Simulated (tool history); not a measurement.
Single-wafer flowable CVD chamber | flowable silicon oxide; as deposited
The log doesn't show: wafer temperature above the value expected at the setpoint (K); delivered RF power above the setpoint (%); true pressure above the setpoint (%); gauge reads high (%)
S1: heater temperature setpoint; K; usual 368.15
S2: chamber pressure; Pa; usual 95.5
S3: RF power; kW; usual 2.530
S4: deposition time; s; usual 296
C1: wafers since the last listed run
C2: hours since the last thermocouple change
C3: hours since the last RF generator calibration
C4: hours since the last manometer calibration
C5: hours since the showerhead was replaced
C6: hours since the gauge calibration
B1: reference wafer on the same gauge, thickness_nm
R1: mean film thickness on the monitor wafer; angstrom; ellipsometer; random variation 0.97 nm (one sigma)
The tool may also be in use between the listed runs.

| run | day | S1 | S2 | S3 | S4 | C1 | C2 | C3 | C4 | C5 | C6 | B1 | R1 |
|---|---|---|---|---|---|---|---|---|---|---|---|---|---|
| 1 | 0.000 | 368.15 | 95.5 | 2.530 | 296 | 0 | 1223.3 | 1289.1 | 224.4 | 2094.3 | 248.6 | 202.588 | 2000.21 |
| 2 | 2.833 | 368.15 | 95.5 | 2.530 | 296 | 370 | 1291.3 | 1357.1 | 292.4 | 2162.3 | 316.6 | 203.404 | 2009.65 |
| 3 | 5.208 | 368.15 | 95.5 | 2.530 | 296 | 310 | 1348.3 | 1414.1 | 349.4 | 2219.3 | 373.6 | 203.455 | 2009.90 |
| 4 | 8.108 | 368.15 | 95.5 | 2.530 | 296 | 379 | 1417.9 | 1483.7 | 419.0 | 2288.9 | 443.2 | 204.072 | 2010.71 |
| 5 | 11.971 | 368.15 | 106.9 | 2.220 | 296 | 505 | 1510.6 | 1576.4 | 511.7 | 2381.6 | 535.9 | 204.174 | 2221.15 |
| 6 | 14.133 | 368.15 | 85.1 | 2.530 | 296 | 283 | 1562.5 | 1628.3 | 563.6 | 2433.5 | 587.8 | 204.658 | 1789.56 |
|  | 15.900 | thermocouple changed; heater temperature recalibrated |
| 7 | 18.400 | 368.15 | 95.5 | 2.530 | 296 | 514 | 60.0 | 1730.7 | 666.0 | 2535.9 | 690.2 | 204.779 | 2004.56 |
|  | 18.946 | gauge calibrated |
| 8 | 20.112 | 368.15 | 95.5 | 2.530 | 296 | 224 | 101.1 | 1771.8 | 707.1 | 2577.0 | 28.0 | 199.168 | 1953.70 |
|  | 21.217 | showerhead replaced |
| 9 | 21.904 | 355.15 | 95.5 | 2.530 | 296 | 190 | 144.1 | 1814.8 | 750.1 | 16.5 | 71.0 | 199.448 | 2814.19 |
| 10 | 25.654 | 368.15 | 108.8 | 2.530 | 241 | 490 | 234.1 | 1904.8 | 840.1 | 106.5 | 161.0 | 201.067 | 1827.89 |
|  | 26.892 | capacitance manometer re-zeroed and calibrated |
| 11 | 27.412 | 355.15 | 95.5 | 2.530 | 296 | 186 | 276.3 | 1947.0 | 12.5 | 148.7 | 203.2 | 201.639 | 2830.04 |
|  | 28.908 | RF generator calibrated |
| 12 | 31.542 | 383.15 | 95.5 | 2.530 | 296 | 496 | 375.4 | 63.2 | 111.6 | 247.8 | 302.3 | 202.462 | 1284.23 |
| 13 | 34.196 | 373.15 | 111.9 | 2.245 | 273 | 347 | 439.1 | 126.9 | 175.3 | 311.5 | 366.0 | 202.824 | 1827.59 |
| 14 | 38.667 | 368.15 | 95.5 | 2.860 | 244 | 585 | 546.4 | 234.2 | 282.6 | 418.8 | 473.3 | 203.280 | 1680.78 |
| 15 | 43.138 | 368.15 | 95.5 | 2.530 | 296 | 585 | 653.7 | 341.5 | 389.9 | 526.1 | 580.6 | 203.550 | 2008.92 |
| 16 | 46.883 | 368.15 | 95.5 | 2.530 | 296 | 490 | 743.6 | 431.4 | 479.8 | 616.0 | 670.5 | 204.164 | 2025.98 |

5 ways to go on from here, each from the tool as it stands after run 16. What would each give?
| A | 46.904 | 368.15 | 95.5 | 2.530 | 296 | 2 | 744.1 | 431.9 | 480.3 | 616.5 | 671.0 | ? | ? |
| B | 46.904 | 375.15 | 113.9 | 2.400 | 241 | 2 | 744.1 | 431.9 | 480.3 | 616.5 | 671.0 | ? | ? |
| C | 46.904 | 368.15 | 95.5 | 2.530 | 271 | 2 | 744.1 | 431.9 | 480.3 | 616.5 | 671.0 | ? | ? |
| D | 46.904 | 356.15 | 95.5 | 2.890 | 351 | 2 | 744.1 | 431.9 | 480.3 | 616.5 | 671.0 | ? | ? |
| E | 46.904 | 368.15 | 95.5 | 2.190 | 296 | 2 | 744.1 | 431.9 | 480.3 | 616.5 | 671.0 | ? | ? |

| run | B1 | R1 |
|---|---|---|
| A | 203.970 | 1998.43 |
| B | 203.970 | 1569.56 |
| C | 203.970 | 1829.64 |
| D | 203.970 | 3353.84 |
| E | 203.970 | 1951.74 |
Without the tool's hidden state the same runs would have given:
| run | R1 |
|---|---|
| A | 1949.33 |
| B | 1531.00 |
| C | 1784.69 |
| D | 3271.44 |
| E | 1903.79 |
